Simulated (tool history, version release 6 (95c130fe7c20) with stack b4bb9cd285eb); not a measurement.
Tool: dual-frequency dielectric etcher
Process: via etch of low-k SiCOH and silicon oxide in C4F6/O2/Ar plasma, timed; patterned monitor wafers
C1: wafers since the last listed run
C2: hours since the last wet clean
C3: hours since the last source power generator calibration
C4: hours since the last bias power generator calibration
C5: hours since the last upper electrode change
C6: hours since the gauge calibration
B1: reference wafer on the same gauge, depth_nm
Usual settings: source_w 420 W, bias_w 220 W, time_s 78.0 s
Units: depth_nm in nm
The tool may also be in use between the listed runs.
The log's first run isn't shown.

Run 2, hour 57.5: usual settings; C1 677; C2 656.8; C3 3722.7; C4 2444.0; C5 3198.4; C6 3249.0; B1 235.0. Result: depth_nm 234.3 nm.
At hour 109.0: wet clean of the chamber.
Run 3, hour 131.4: usual settings but bias_w 236 W, time_s 64.0 s; C1 587; C2 22.4; C3 3796.6; C4 2517.9; C5 3272.3; C6 3322.9; B1 234.9. Result: depth_nm 197.2 nm.
Run 4, hour 192.7: usual settings but bias_w 236 W, time_s 64.0 s; C1 722; C2 83.7; C3 3857.9; C4 2579.2; C5 3333.6; C6 3384.2; B1 235.0. Result: depth_nm 196.5 nm.
At hour 284.7: upper electrode replaced.
Run 5, hour 285.2: usual settings; C1 807; C2 176.2; C3 3950.4; C4 2671.7; C5 0.5; C6 3476.7; B1 234.9. Result: depth_nm 233.3 nm.
Run 6, hour 368.3: usual settings; C1 979; C2 259.3; C3 4033.5; C4 2754.8; C5 83.6; C6 3559.8; B1 235.0. Result: depth_nm 233.9 nm.
Run 7, hour 425.6: usual settings; C1 675; C2 316.6; C3 4090.8; C4 2812.1; C5 140.9; C6 3617.1; B1 235.0. Result: depth_nm 233.2 nm.
Run 8, hour 476.1: usual settings but source_w 370 W, time_s 61.5 s; C1 595; C2 367.1; C3 4141.3; C4 2862.6; C5 191.4; C6 3667.6; B1 235.0. Result: depth_nm 177.3 nm.
Run 9, hour 569.9: usual settings but source_w 380 W, bias_w 168 W; C1 1105; C2 460.9; C3 4235.1; C4 2956.4; C5 285.2; C6 3761.4; B1 235.1. Result: depth_nm 208.3 nm.
Run 10, hour 665.4: usual settings but bias_w 183 W, time_s 91.0 s; C1 1125; C2 556.4; C3 4330.6; C4 3051.9; C5 380.7; C6 3856.9; B1 234.8. Result: depth_nm 257.8 nm.
Run 11, hour 707.7: usual settings but source_w 390 W; C1 498; C2 598.7; C3 4372.9; C4 3094.2; C5 423.0; C6 3899.2; B1 234.9. Result: depth_nm 228.8 nm.
At hour 766.6: wet clean of the chamber.
At hour 791.5: source power generator calibrated.
Run 12, hour 798.0: usual settings but bias_w 186 W; C1 734; C2 31.4; C3 6.5; C4 3184.5; C5 513.3; C6 3989.5; B1 235.1. Result: depth_nm 221.3 nm.
At hour 850.7: gauge calibrated.
Run 13, hour 881.1: usual settings but source_w 470 W; C1 979; C2 114.5; C3 89.6; C4 3267.6; C5 596.4; C6 30.4; B1 235.0. Result: depth_nm 241.8 nm.
At hour 927.0: bias power generator calibrated.
Run 14, hour 1089.9: usual settings but source_w 460 W, bias_w 271 W, time_s 63.0 s; C1 2413; C2 323.3; C3 298.4; C4 162.9; C5 805.2; C6 239.2; B1 235.0. Result: depth_nm 209.3 nm.
Run 15, hour 1147.7: usual settings but source_w 490 W, bias_w 255 W, time_s 60.0 s; C1 681; C2 381.1; C3 356.2; C4 220.7; C5 863.0; C6 297.0; B1 235.0. Result: depth_nm 198.9 nm.
Run 16, hour 1248.9: usual settings but bias_w 191 W; C1 1192; C2 482.3; C3 457.4; C4 321.9; C5 964.2; C6 398.2; B1 234.8. Result: depth_nm 223.6 nm.
Run 17, hour 1345.5: usual settings; C1 1138; C2 578.9; C3 554.0; C4 418.5; C5 1060.8; C6 494.8; B1 235.1. Result: depth_nm 233.7 nm.
Run 18, hour 1436.6: usual settings but source_w 370 W, bias_w 195 W, time_s 99.0 s; C1 1073; C2 670.0; C3 645.1; C4 509.6; C5 1151.9; C6 585.9; B1 235.2. Result: depth_nm 274.3 nm.
Run 19, hour 1513.8: usual settings; C1 909; C2 747.2; C3 722.3; C4 586.8; C5 1229.1; C6 663.1; B1 235.2. Result: depth_nm 233.9 nm.
At hour 1541.3: wet clean of the chamber.
Run 20, hour 1606.5: usual settings but source_w 380 W, bias_w 236 W, time_s 62.0 s; C1 809; C2 65.2; C3 815.0; C4 679.5; C5 1321.8; C6 755.8; B1 235.0. Result: depth_nm 184.0 nm.
Run 21, hour 1706.2: usual settings; C1 1174; C2 164.9; C3 914.7; C4 779.2; C5 1421.5; C6 855.5; B1 234.9. Result: depth_nm 233.2 nm.

Forecast run 22:
Run 22, hour 1758.6: usual settings but source_w 500 W, bias_w 171 W, time_s 71.5 s; C1 617; C2 217.3; C3 967.1; C4 831.6; C5 1473.9; C6 907.9; B1 ?. Result: depth_nm ?.

B1: 235.0
depth_nm: 209.6 nm
Without the tool's hidden state the same run would have given depth_nm 209.6 nm.
